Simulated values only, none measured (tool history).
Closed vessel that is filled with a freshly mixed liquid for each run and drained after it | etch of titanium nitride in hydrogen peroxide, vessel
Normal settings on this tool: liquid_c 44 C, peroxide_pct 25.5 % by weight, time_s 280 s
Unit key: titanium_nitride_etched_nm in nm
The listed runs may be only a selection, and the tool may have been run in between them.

| run | day | liquid_c | peroxide_pct | time_s | read-back film thickness of the titanium nitride reference wafer, read on the same gauge (nm) | titanium_nitride_etched_nm |
|---|---|---|---|---|---|---|
| 1 | 0 | 44 | 25.5 | 280 | 50 | 20.09 |
| 2 | 0.375 | 44 | 25.5 | 280 | 50 | 20.01 |
| 3 | 1.121 | 44 | 25.5 | 280 | 49.99 | 19.78 |
| 4 | 1.708 | 44 | 25.5 | 280 | 50.03 | 19.75 |
| 5 | 2.358 | 44 | 25.5 | 280 | 49.98 | 20 |
| 6 | 2.892 | 44 | 25.5 | 280 | 50 | 19.86 |
| 7 | 3.425 | 44 | 25.5 | 280 | 49.99 | 20.06 |
| 8 | 4.162 | 40 | 29.5 | 225 | 50.02 | 12.36 |
| 9 | 4.846 | 49.5 | 22 | 170 | 49.98 | 17.38 |
| 10 | 5.167 | 41 | 19 | 135 | 50 | 7.3 |
| 11 | 5.792 | 49.5 | 22 | 170 | 49.99 | 17.55 |
| 12 | 7.217 | 53.5 | 30 | 170 | 49.99 | 24.8 |
|  | 7.646 | thermometer replaced |
| 13 | 7.946 | 47.5 | 25.5 | 280 | 50 | 20.85 |
| 14 | 8.404 | 44 | 25.5 | 280 | 49.99 | 16.05 |
| 15 | 8.967 | 39.5 | 30 | 280 | 50.06 | 11.91 |
| 16 | 9.438 | 37 | 28 | 170 | 50.02 | 5.85 |
| 17 | 10.804 | 48 | 20.5 | 160 | 50 | 11.94 |
|  | 10.954 | peroxide flow meter replaced |
| 18 | 11.217 | 35 | 21.5 | 410 | 49.97 | 11.55 |
|  | 11.833 | new drum of peroxide connected |
| 19 | 11.892 | 49 | 30 | 180 | 50.01 | 15.79 |
|  | 11.946 | gauge calibrated |
| 20 | 12.338 | 44 | 30 | 355 | 50.03 | 21.38 |
| 21 | 13.008 | 49.5 | 23 | 420 | 49.99 | 35.85 |
| 22 | 13.425 | 44 | 25.5 | 280 | 50.02 | 16.49 |
| 23 | 13.838 | 51.5 | 25.5 | 280 | 50 | 28.66 |
| 24 | 14.462 | 52 | 30 | 395 | 49.98 | 42.92 |
| 25 | 15 | 44 | 25.5 | 280 | 50.04 | 16.15 |
| 26 | 15.308 | 44 | 25.5 | 280 | 50.03 | 16.36 |
| 27 | 16.029 | 51.5 | 25.5 | 280 | 50 | 28.19 |
| 28 | 16.546 | 44 | 25.5 | 280 | 49.99 | 16.38 |
| 29 | 17.229 | 44 | 25.5 | 280 | 50 | 16.31 |

4 ways to go on from here, each from the tool as it stands after run 29. What would each give?
| A | 17.258 | 48 | 25.5 | 280 | ? | ? |
| B | 17.258 | 40 | 18.5 | 155 | ? | ? |
| C | 17.258 | 40 | 22 | 280 | ? | ? |
| D | 17.258 | 52 | 27.5 | 330 | ? | ? |

| run | read-back film thickness of the titanium nitride reference wafer, read on the same gauge (nm) | titanium_nitride_etched_nm |
|---|---|---|
| A | 50.01 | 22.06 |
| B | 50.01 | 6.26 |
| C | 50.01 | 11.73 |
| D | 50.01 | 35.27 |
The same runs, with their run-to-run variation unchanged, on a tool lacking any hidden condition would have given:
| run | titanium_nitride_etched_nm |
|---|---|
| A | 21.69 |
| B | 6.15 |
| C | 11.53 |
| D | 34.7 |

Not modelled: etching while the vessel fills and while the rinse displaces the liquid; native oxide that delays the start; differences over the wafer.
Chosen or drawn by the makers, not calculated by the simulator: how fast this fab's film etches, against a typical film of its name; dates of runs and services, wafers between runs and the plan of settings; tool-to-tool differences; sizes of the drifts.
